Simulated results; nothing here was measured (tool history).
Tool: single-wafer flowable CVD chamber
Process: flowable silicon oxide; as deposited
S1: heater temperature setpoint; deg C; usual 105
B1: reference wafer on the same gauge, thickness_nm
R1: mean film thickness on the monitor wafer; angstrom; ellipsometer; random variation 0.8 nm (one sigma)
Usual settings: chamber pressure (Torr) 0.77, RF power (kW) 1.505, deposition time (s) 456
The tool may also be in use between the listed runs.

{"run": 1, "hour": 0.0, "S1": 105, "chamber pressure (Torr)": 0.77, "RF power (kW)": 1.505, "deposition time (s)": 436, "B1": 265.698, "R1": 2134.14}
{"run": 2, "hour": 50.2, "S1": 105, "chamber pressure (Torr)": 0.77, "RF power (kW)": 1.505, "deposition time (s)": 436, "B1": 265.731, "R1": 2115.82}
{"run": 3, "hour": 92.1, "S1": 105, "chamber pressure (Torr)": 0.77, "RF power (kW)": 1.505, "deposition time (s)": 456, "B1": 265.977, "R1": 2229.49}
{"run": 4, "hour": 160.1, "S1": 105, "chamber pressure (Torr)": 0.77, "RF power (kW)": 1.505, "deposition time (s)": 456, "B1": 266.189, "R1": 2228.13}
{"run": 5, "hour": 260.9, "S1": 105, "chamber pressure (Torr)": 0.77, "RF power (kW)": 1.505, "deposition time (s)": 456, "B1": 266.644, "R1": 2229.17}
{"run": 6, "hour": 322.5, "S1": 105, "chamber pressure (Torr)": 0.77, "RF power (kW)": 1.505, "deposition time (s)": 456, "B1": 267.006, "R1": 2241.23}
{"run": 7, "hour": 407.9, "S1": 105, "chamber pressure (Torr)": 0.77, "RF power (kW)": 1.505, "deposition time (s)": 456, "B1": 267.575, "R1": 2245.72}
{"run": 8, "hour": 448.3, "S1": 105, "chamber pressure (Torr)": 0.77, "RF power (kW)": 1.505, "deposition time (s)": 456, "B1": 268.004, "R1": 2245.86}
{"run": 9, "hour": 555.1, "S1": 112, "chamber pressure (Torr)": 0.77, "RF power (kW)": 1.505, "deposition time (s)": 456, "B1": 268.878, "R1": 1727.38}
{"run": 10, "hour": 642.4, "S1": 105, "chamber pressure (Torr)": 0.77, "RF power (kW)": 1.505, "deposition time (s)": 456, "B1": 269.14, "R1": 2254.47}
{"hour": 733.3, "done": "RF generator calibrated"}
{"hour": 741.3, "done": "capacitance manometer re-zeroed and calibrated"}
{"run": 11, "hour": 741.8, "S1": 105, "chamber pressure (Torr)": 0.77, "RF power (kW)": 1.505, "deposition time (s)": 456, "B1": 270.036, "R1": 2263.04}
{"hour": 798.9, "done": "thermocouple changed; heater temperature recalibrated"}
{"run": 12, "hour": 835.3, "S1": 105, "chamber pressure (Torr)": 0.77, "RF power (kW)": 1.565, "deposition time (s)": 421, "B1": 270.685, "R1": 2128.04}
{"run": 13, "hour": 900.2, "S1": 105, "chamber pressure (Torr)": 0.955, "RF power (kW)": 1.26, "deposition time (s)": 406, "B1": 271.637, "R1": 2241.54}
{"run": 14, "hour": 955.0, "S1": 119, "chamber pressure (Torr)": 0.77, "RF power (kW)": 1.505, "deposition time (s)": 456, "B1": 271.961, "R1": 1378.29}
{"run": 15, "hour": 1013.1, "S1": 105, "chamber pressure (Torr)": 0.686, "RF power (kW)": 1.505, "deposition time (s)": 456, "B1": 272.558, "R1": 2124.32}
{"hour": 1030.1, "done": "showerhead replaced"}
{"run": 16, "hour": 1067.1, "S1": 93, "chamber pressure (Torr)": 0.832, "RF power (kW)": 1.24, "deposition time (s)": 541, "B1": 273.163, "R1": 4260.25}
{"run": 17, "hour": 1117.4, "S1": 105, "chamber pressure (Torr)": 0.77, "RF power (kW)": 1.505, "deposition time (s)": 505, "B1": 273.834, "R1": 2554.49}
{"run": 18, "hour": 1154.4, "S1": 119, "chamber pressure (Torr)": 0.581, "RF power (kW)": 1.275, "deposition time (s)": 497, "B1": 274.114, "R1": 1208.81}
{"hour": 1229.5, "done": "gauge calibrated"}
{"run": 19, "hour": 1275.8, "S1": 109, "chamber pressure (Torr)": 0.77, "RF power (kW)": 1.505, "deposition time (s)": 456, "B1": 265.125, "R1": 1914.53}
{"run": 20, "hour": 1368.0, "S1": 105, "chamber pressure (Torr)": 0.77, "RF power (kW)": 1.505, "deposition time (s)": 436, "B1": 264.901, "R1": 2123.29}
{"run": 21, "hour": 1410.6, "S1": 119, "chamber pressure (Torr)": 0.904, "RF power (kW)": 1.38, "deposition time (s)": 499, "B1": 264.88, "R1": 1614.79}

Run 22 comes next. What will it give?
{"run": 22, "hour": 1448.4, "S1": 100, "chamber pressure (Torr)": 0.663, "RF power (kW)": 1.505, "deposition time (s)": 423, "B1": "?", "R1": "?"}

Run 22 gave B1 264.894, R1 2261.8 angstrom.
Without the tool's hidden state the same run would have given R1 2253.36 angstrom.
